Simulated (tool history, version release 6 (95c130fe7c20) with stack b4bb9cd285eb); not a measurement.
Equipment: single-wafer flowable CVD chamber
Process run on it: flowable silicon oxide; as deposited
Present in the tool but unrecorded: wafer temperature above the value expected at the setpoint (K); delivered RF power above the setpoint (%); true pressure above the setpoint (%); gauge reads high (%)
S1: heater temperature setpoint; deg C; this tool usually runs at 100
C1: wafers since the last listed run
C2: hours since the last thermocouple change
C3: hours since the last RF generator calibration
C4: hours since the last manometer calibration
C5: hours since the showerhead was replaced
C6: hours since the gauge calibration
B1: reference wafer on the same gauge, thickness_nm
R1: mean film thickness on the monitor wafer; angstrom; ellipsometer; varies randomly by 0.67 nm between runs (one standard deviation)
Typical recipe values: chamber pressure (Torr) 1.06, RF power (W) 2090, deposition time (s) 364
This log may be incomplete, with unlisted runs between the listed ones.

{"run": 1, "day": 0.0, "S1": 100, "chamber pressure (Torr)": 1.06, "RF power (W)": 2090, "deposition time (s)": 364, "C1": 0, "C2": 164.2, "C3": 996.3, "C4": 844.8, "C5": 2200.3, "C6": 1881.6, "B1": 266.192, "R1": 3105.5}
{"day": 0.525, "done": "capacitance manometer re-zeroed and calibrated"}
{"run": 2, "day": 3.567, "S1": 89, "chamber pressure (Torr)": 1.06, "RF power (W)": 2090, "deposition time (s)": 364, "C1": 337, "C2": 249.8, "C3": 1081.9, "C4": 73.0, "C5": 2285.9, "C6": 1967.2, "B1": 266.022, "R1": 4389.01}
{"run": 3, "day": 7.25, "S1": 100, "chamber pressure (Torr)": 1.06, "RF power (W)": 2090, "deposition time (s)": 364, "C1": 384, "C2": 338.2, "C3": 1170.3, "C4": 161.4, "C5": 2374.3, "C6": 2055.6, "B1": 266.063, "R1": 3109.07}
{"run": 4, "day": 10.458, "S1": 100, "chamber pressure (Torr)": 1.06, "RF power (W)": 2090, "deposition time (s)": 364, "C1": 334, "C2": 415.2, "C3": 1247.3, "C4": 238.4, "C5": 2451.3, "C6": 2132.6, "B1": 265.96, "R1": 3107.42}
{"run": 5, "day": 13.496, "S1": 100, "chamber pressure (Torr)": 0.81, "RF power (W)": 1895, "deposition time (s)": 364, "C1": 317, "C2": 488.1, "C3": 1320.2, "C4": 311.3, "C5": 2524.2, "C6": 2205.5, "B1": 265.991, "R1": 2313.13}
{"day": 16.408, "done": "showerhead replaced"}
{"run": 6, "day": 16.95, "S1": 100, "chamber pressure (Torr)": 0.94, "RF power (W)": 2090, "deposition time (s)": 426, "C1": 325, "C2": 571.0, "C3": 1403.1, "C4": 394.2, "C5": 13.0, "C6": 2288.4, "B1": 266.07, "R1": 3206.13}
{"run": 7, "day": 19.496, "S1": 100, "chamber pressure (Torr)": 1.24, "RF power (W)": 2295, "deposition time (s)": 402, "C1": 265, "C2": 632.1, "C3": 1464.2, "C4": 455.3, "C5": 74.1, "C6": 2349.5, "B1": 265.979, "R1": 4051.26}
{"day": 21.217, "done": "gauge calibrated"}
{"run": 8, "day": 23.875, "S1": 100, "chamber pressure (Torr)": 1.28, "RF power (W)": 1675, "deposition time (s)": 303, "C1": 457, "C2": 737.2, "C3": 1569.3, "C4": 560.4, "C5": 179.2, "C6": 63.8, "B1": 265.887, "R1": 3035.17}
{"run": 9, "day": 25.754, "S1": 100, "chamber pressure (Torr)": 1.06, "RF power (W)": 2090, "deposition time (s)": 339, "C1": 196, "C2": 782.3, "C3": 1614.4, "C4": 605.5, "C5": 224.3, "C6": 108.9, "B1": 266.064, "R1": 2889.26}
{"run": 10, "day": 28.079, "S1": 100, "chamber pressure (Torr)": 1.06, "RF power (W)": 2090, "deposition time (s)": 364, "C1": 242, "C2": 838.1, "C3": 1670.2, "C4": 661.3, "C5": 280.1, "C6": 164.7, "B1": 265.951, "R1": 3109.42}
{"run": 11, "day": 29.854, "S1": 115, "chamber pressure (Torr)": 0.89, "RF power (W)": 2090, "deposition time (s)": 364, "C1": 185, "C2": 880.7, "C3": 1712.8, "C4": 703.9, "C5": 322.7, "C6": 207.3, "B1": 265.912, "R1": 1608.02}
{"run": 12, "day": 32.333, "S1": 106, "chamber pressure (Torr)": 0.89, "RF power (W)": 2460, "deposition time (s)": 364, "C1": 258, "C2": 940.2, "C3": 1772.3, "C4": 763.4, "C5": 382.2, "C6": 266.8, "B1": 265.887, "R1": 2167.5}
{"day": 40.038, "done": "capacitance manometer re-zeroed and calibrated"}
{"run": 13, "day": 44.946, "S1": 100, "chamber pressure (Torr)": 1.15, "RF power (W)": 2090, "deposition time (s)": 364, "C1": 1281, "C2": 1242.9, "C3": 2075.0, "C4": 117.8, "C5": 684.9, "C6": 569.5, "B1": 265.92, "R1": 3372.47}
{"run": 14, "day": 48.95, "S1": 100, "chamber pressure (Torr)": 0.89, "RF power (W)": 2090, "deposition time (s)": 402, "C1": 417, "C2": 1339.0, "C3": 2171.1, "C4": 213.9, "C5": 781.0, "C6": 665.6, "B1": 265.867, "R1": 2841.78}
{"day": 50.967, "done": "RF generator calibrated"}
{"run": 15, "day": 51.738, "S1": 87, "chamber pressure (Torr)": 1.06, "RF power (W)": 1915, "deposition time (s)": 308, "C1": 256, "C2": 1405.9, "C3": 18.5, "C4": 280.8, "C5": 847.9, "C6": 732.5, "B1": 265.9, "R1": 3879.22}
{"run": 16, "day": 55.758, "S1": 86, "chamber pressure (Torr)": 1.06, "RF power (W)": 1700, "deposition time (s)": 316, "C1": 419, "C2": 1502.4, "C3": 115.0, "C4": 377.3, "C5": 944.4, "C6": 829.0, "B1": 265.871, "R1": 4035.23}
{"run": 17, "day": 58.233, "S1": 100, "chamber pressure (Torr)": 1.06, "RF power (W)": 2090, "deposition time (s)": 322, "C1": 258, "C2": 1561.8, "C3": 174.4, "C4": 436.7, "C5": 1003.8, "C6": 888.4, "B1": 266.114, "R1": 2741.6}
{"run": 18, "day": 60.583, "S1": 111, "chamber pressure (Torr)": 1.06, "RF power (W)": 2090, "deposition time (s)": 364, "C1": 245, "C2": 1618.2, "C3": 230.8, "C4": 493.1, "C5": 1060.2, "C6": 944.8, "B1": 265.841, "R1": 2183.64}
{"run": 19, "day": 65.042, "S1": 95, "chamber pressure (Torr)": 0.89, "RF power (W)": 2385, "deposition time (s)": 318, "C1": 465, "C2": 1725.2, "C3": 337.8, "C4": 600.1, "C5": 1167.2, "C6": 1051.8, "B1": 266.054, "R1": 2685.59}
{"run": 20, "day": 66.888, "S1": 90, "chamber pressure (Torr)": 1.31, "RF power (W)": 2090, "deposition time (s)": 397, "C1": 192, "C2": 1769.5, "C3": 382.1, "C4": 644.4, "C5": 1211.5, "C6": 1096.1, "B1": 266.046, "R1": 5750.65}
{"run": 21, "day": 70.088, "S1": 106, "chamber pressure (Torr)": 0.89, "RF power (W)": 2460, "deposition time (s)": 364, "C1": 333, "C2": 1846.3, "C3": 458.9, "C4": 721.2, "C5": 1288.3, "C6": 1172.9, "B1": 266.117, "R1": 2163.1}
{"run": 22, "day": 72.529, "S1": 100, "chamber pressure (Torr)": 1.06, "RF power (W)": 2090, "deposition time (s)": 364, "C1": 254, "C2": 1904.9, "C3": 517.5, "C4": 779.8, "C5": 1346.9, "C6": 1231.5, "B1": 266.034, "R1": 3104.83}
{"day": 73.896, "done": "capacitance manometer re-zeroed and calibrated"}
{"run": 23, "day": 76.858, "S1": 100, "chamber pressure (Torr)": 1.06, "RF power (W)": 2090, "deposition time (s)": 364, "C1": 417, "C2": 2008.8, "C3": 621.4, "C4": 71.1, "C5": 1450.8, "C6": 1335.4, "B1": 266.082, "R1": 3105.54}
{"run": 24, "day": 80.462, "S1": 100, "chamber pressure (Torr)": 0.97, "RF power (W)": 2090, "deposition time (s)": 364, "C1": 376, "C2": 2095.3, "C3": 707.9, "C4": 157.6, "C5": 1537.3, "C6": 1421.9, "B1": 266.201, "R1": 2825.96}
{"run": 25, "day": 84.604, "S1": 90, "chamber pressure (Torr)": 0.89, "RF power (W)": 1925, "deposition time (s)": 326, "C1": 432, "C2": 2194.7, "C3": 807.3, "C4": 257.0, "C5": 1636.7, "C6": 1521.3, "B1": 265.911, "R1": 3146.01}
{"run": 26, "day": 86.817, "S1": 100, "chamber pressure (Torr)": 1.06, "RF power (W)": 2090, "deposition time (s)": 364, "C1": 230, "C2": 2247.8, "C3": 860.4, "C4": 310.1, "C5": 1689.8, "C6": 1574.4, "B1": 265.889, "R1": 3092.79}
{"run": 27, "day": 89.162, "S1": 100, "chamber pressure (Torr)": 1.06, "RF power (W)": 1955, "deposition time (s)": 343, "C1": 244, "C2": 2304.1, "C3": 916.7, "C4": 366.4, "C5": 1746.1, "C6": 1630.7, "B1": 265.851, "R1": 2902.96}
{"run": 28, "day": 91.221, "S1": 87, "chamber pressure (Torr)": 1.25, "RF power (W)": 2280, "deposition time (s)": 364, "C1": 214, "C2": 2353.5, "C3": 966.1, "C4": 415.8, "C5": 1795.5, "C6": 1680.1, "B1": 266.242, "R1": 5544.13}

Below are 4 alternative next runs, each starting from the tool's condition after run 28. Predict each:
{"run": "A", "day": 91.242, "S1": 100, "chamber pressure (Torr)": 1.21, "RF power (W)": 2090, "deposition time (s)": 364, "C1": 2, "C2": 2354.0, "C3": 966.6, "C4": 416.3, "C5": 1796.0, "C6": 1680.6, "B1": "?", "R1": "?"}
{"run": "B", "day": 91.242, "S1": 112, "chamber pressure (Torr)": 1.31, "RF power (W)": 2480, "deposition time (s)": 294, "C1": 2, "C2": 2354.0, "C3": 966.6, "C4": 416.3, "C5": 1796.0, "C6": 1680.6, "B1": "?", "R1": "?"}
{"run": "C", "day": 91.242, "S1": 108, "chamber pressure (Torr)": 1.06, "RF power (W)": 2465, "deposition time (s)": 401, "C1": 2, "C2": 2354.0, "C3": 966.6, "C4": 416.3, "C5": 1796.0, "C6": 1680.6, "B1": "?", "R1": "?"}
{"run": "D", "day": 91.242, "S1": 100, "chamber pressure (Torr)": 1.3, "RF power (W)": 2090, "deposition time (s)": 364, "C1": 2, "C2": 2354.0, "C3": 966.6, "C4": 416.3, "C5": 1796.0, "C6": 1680.6, "B1": "?", "R1": "?"}

run=A B1=265.975 R1=3523.90
run=B B1=265.975 R1=2145.41
run=C B1=265.975 R1=2681.39
run=D B1=265.975 R1=3786.26
Take away the tool's hidden state, keep each run's random variation, and the runs would have read:
run=A R1=3523.90
run=B R1=2145.41
run=C R1=2681.39
run=D R1=3786.26

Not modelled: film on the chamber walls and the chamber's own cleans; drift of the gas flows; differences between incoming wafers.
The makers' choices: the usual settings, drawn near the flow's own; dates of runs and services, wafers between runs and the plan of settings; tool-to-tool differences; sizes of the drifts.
